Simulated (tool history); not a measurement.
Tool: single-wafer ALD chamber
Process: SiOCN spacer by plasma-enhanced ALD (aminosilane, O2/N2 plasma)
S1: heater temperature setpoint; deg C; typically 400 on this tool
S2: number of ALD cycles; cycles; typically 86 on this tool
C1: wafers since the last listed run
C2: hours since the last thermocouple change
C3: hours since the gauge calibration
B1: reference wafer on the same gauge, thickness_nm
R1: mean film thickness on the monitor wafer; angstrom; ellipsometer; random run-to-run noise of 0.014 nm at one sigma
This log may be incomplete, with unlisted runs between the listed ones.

run 1 hour=0 | S1=391 S2=86 | C1=0 C2=1339.2 C3=257.3 | B1=4.849 | R1=55.55
run 2 hour=12.8 | S1=391 S2=86 | C1=27 C2=1352 C3=270.1 | B1=4.849 | R1=55.62
run 3 hour=42.4 | S1=394 S2=92 | C1=64 C2=1381.6 C3=299.7 | B1=4.855 | R1=59.5
run 4 hour=62.8 | S1=394 S2=92 | C1=44 C2=1402 C3=320.1 | B1=4.857 | R1=59.66
run 5 hour=83 | S1=394 S2=92 | C1=44 C2=1422.2 C3=340.3 | B1=4.864 | R1=59.64
-- hour=86 gauge calibrated
run 6 hour=99 | S1=400 S2=86 | C1=34 C2=1438.2 C3=13 | B1=4.807 | R1=55.34
run 7 hour=131.5 | S1=400 S2=86 | C1=70 C2=1470.7 C3=45.5 | B1=4.815 | R1=55.21
run 8 hour=162.3 | S1=400 S2=99 | C1=67 C2=1501.5 C3=76.3 | B1=4.818 | R1=63.5
-- hour=181.5 thermocouple changed; heater temperature recalibrated
run 9 hour=182.3 | S1=400 S2=99 | C1=26 C2=0.8 C3=96.3 | B1=4.825 | R1=63.64
run 10 hour=211.9 | S1=400 S2=99 | C1=64 C2=30.4 C3=125.9 | B1=4.83 | R1=63.87
run 11 hour=239.4 | S1=410 S2=74 | C1=60 C2=57.9 C3=153.4 | B1=4.833 | R1=45.9
run 12 hour=265.7 | S1=400 S2=86 | C1=57 C2=84.2 C3=179.7 | B1=4.841 | R1=55.64
run 13 hour=279.7 | S1=400 S2=80 | C1=30 C2=98.2 C3=193.7 | B1=4.842 | R1=51.68
run 14 hour=308.9 | S1=388 S2=86 | C1=63 C2=127.4 C3=222.9 | B1=4.85 | R1=55.42
run 15 hour=334 | S1=409 S2=86 | C1=54 C2=152.5 C3=248 | B1=4.851 | R1=53.89
run 16 hour=365.8 | S1=404 S2=75 | C1=69 C2=184.3 C3=279.8 | B1=4.86 | R1=47.74
run 17 hour=380.9 | S1=400 S2=86 | C1=32 C2=199.4 C3=294.9 | B1=4.863 | R1=55.74
-- hour=442.1 gauge calibrated
run 18 hour=474.2 | S1=392 S2=76 | C1=203 C2=292.7 C3=32.1 | B1=4.809 | R1=48.69
run 19 hour=486.3 | S1=400 S2=75 | C1=26 C2=304.8 C3=44.2 | B1=4.812 | R1=48.03
run 20 hour=499 | S1=390 S2=72 | C1=27 C2=317.5 C3=56.9 | B1=4.817 | R1=46.2
run 21 hour=524.3 | S1=400 S2=86 | C1=55 C2=342.8 C3=82.2 | B1=4.821 | R1=55.1
run 22 hour=551.3 | S1=406 S2=86 | C1=58 C2=369.8 C3=109.2 | B1=4.824 | R1=54.19
run 23 hour=574.1 | S1=400 S2=99 | C1=49 C2=392.6 C3=132 | B1=4.829 | R1=63.61
run 24 hour=603.3 | S1=386 S2=86 | C1=63 C2=421.8 C3=161.2 | B1=4.834 | R1=55.36

Each row is a separate what-if for the run after 24, all from the same tool condition, not one after another. Results?
run A hour=603.9 | S1=400 S2=102 | C1=1 C2=422.4 C3=161.8 | B1=? | R1=?
run B hour=603.9 | S1=405 S2=74 | C1=1 C2=422.4 C3=161.8 | B1=? | R1=?
run C hour=603.9 | S1=409 S2=78 | C1=1 C2=422.4 C3=161.8 | B1=? | R1=?
run D hour=603.9 | S1=388 S2=95 | C1=1 C2=422.4 C3=161.8 | B1=? | R1=?
run E hour=603.9 | S1=412 S2=102 | C1=1 C2=422.4 C3=161.8 | B1=? | R1=?

run=A B1=4.833 R1=65.66
run=B B1=4.833 R1=46.84
run=C B1=4.833 R1=48.71
run=D B1=4.833 R1=61.15
run=E B1=4.833 R1=63.04
Without the tool's unlogged condition, the same runs would have read:
run=A R1=65.19
run=B R1=46.51
run=C R1=48.36
run=D R1=60.72
run=E R1=62.59
